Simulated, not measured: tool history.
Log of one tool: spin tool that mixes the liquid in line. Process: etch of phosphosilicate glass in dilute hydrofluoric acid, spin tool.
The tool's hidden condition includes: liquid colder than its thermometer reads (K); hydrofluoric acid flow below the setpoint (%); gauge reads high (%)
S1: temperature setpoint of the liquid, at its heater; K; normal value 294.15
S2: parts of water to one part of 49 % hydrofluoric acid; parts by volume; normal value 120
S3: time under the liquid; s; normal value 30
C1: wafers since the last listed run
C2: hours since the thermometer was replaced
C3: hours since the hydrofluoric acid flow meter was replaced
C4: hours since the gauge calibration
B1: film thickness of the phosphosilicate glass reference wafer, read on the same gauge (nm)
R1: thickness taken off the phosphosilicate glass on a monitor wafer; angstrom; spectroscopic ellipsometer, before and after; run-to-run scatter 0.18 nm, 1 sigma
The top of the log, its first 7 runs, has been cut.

| run | hour | S1 | S2 | S3 | C1 | C2 | C3 | C4 | B1 | R1 |
|---|---|---|---|---|---|---|---|---|---|---|
| 8 | 331.9 | 294.15 | 120 | 30 | 329 | 1114.2 | 676.0 | 1242.1 | 90.01 | 187.2 |
| 9 | 364.4 | 294.15 | 120 | 30 | 304 | 1146.7 | 708.5 | 1274.6 | 90.01 | 184.4 |
| 10 | 422.6 | 294.15 | 120 | 20 | 546 | 1204.9 | 766.7 | 1332.8 | 90.01 | 124.7 |
|  | 472.6 | gauge calibrated |
| 11 | 483.5 | 294.15 | 120 | 20 | 571 | 1265.8 | 827.6 | 10.9 | 90.02 | 123.6 |
| 12 | 526.9 | 294.15 | 120 | 20 | 407 | 1309.2 | 871.0 | 54.3 | 90.00 | 123.1 |
| 13 | 563.6 | 294.15 | 175 | 50 | 344 | 1345.9 | 907.7 | 91.0 | 90.00 | 198.5 |
| 14 | 624.3 | 295.65 | 75 | 30 | 569 | 1406.6 | 968.4 | 151.7 | 90.00 | 333.0 |
| 15 | 657.1 | 294.15 | 120 | 30 | 307 | 1439.4 | 1001.2 | 184.5 | 90.00 | 180.4 |
| 16 | 821.6 | 294.15 | 120 | 30 | 1543 | 1603.9 | 1165.7 | 349.0 | 90.03 | 181.7 |
|  | 932.3 | hydrofluoric acid flow meter replaced |
| 17 | 952.0 | 290.15 | 65 | 30 | 1214 | 1734.3 | 19.7 | 479.4 | 90.01 | 302.4 |
| 18 | 988.1 | 292.15 | 120 | 30 | 338 | 1770.4 | 55.8 | 515.5 | 90.00 | 168.8 |
| 19 | 1039.9 | 294.15 | 140 | 45 | 486 | 1822.2 | 107.6 | 567.3 | 89.98 | 230.0 |
|  | 1097.8 | thermometer replaced |
| 20 | 1179.3 | 294.15 | 120 | 30 | 1298 | 81.5 | 247.0 | 706.7 | 89.99 | 173.9 |
| 21 | 1237.1 | 294.15 | 175 | 50 | 542 | 139.3 | 304.8 | 764.5 | 90.01 | 185.6 |
| 22 | 1304.1 | 294.15 | 120 | 30 | 628 | 206.3 | 371.8 | 831.5 | 90.01 | 170.5 |
| 23 | 1338.9 | 291.15 | 150 | 15 | 326 | 241.1 | 406.6 | 866.3 | 89.99 | 59.3 |

Predict the results of run 24:
| 24 | 1383.3 | 294.15 | 100 | 30 | 416 | 285.5 | 451.0 | 910.7 | ? | ? |

B1: 89.99
R1: 211.5 angstrom
If the tool had no hidden condition, the same run with the same run-to-run variation would have returned R1 239.6 angstrom.
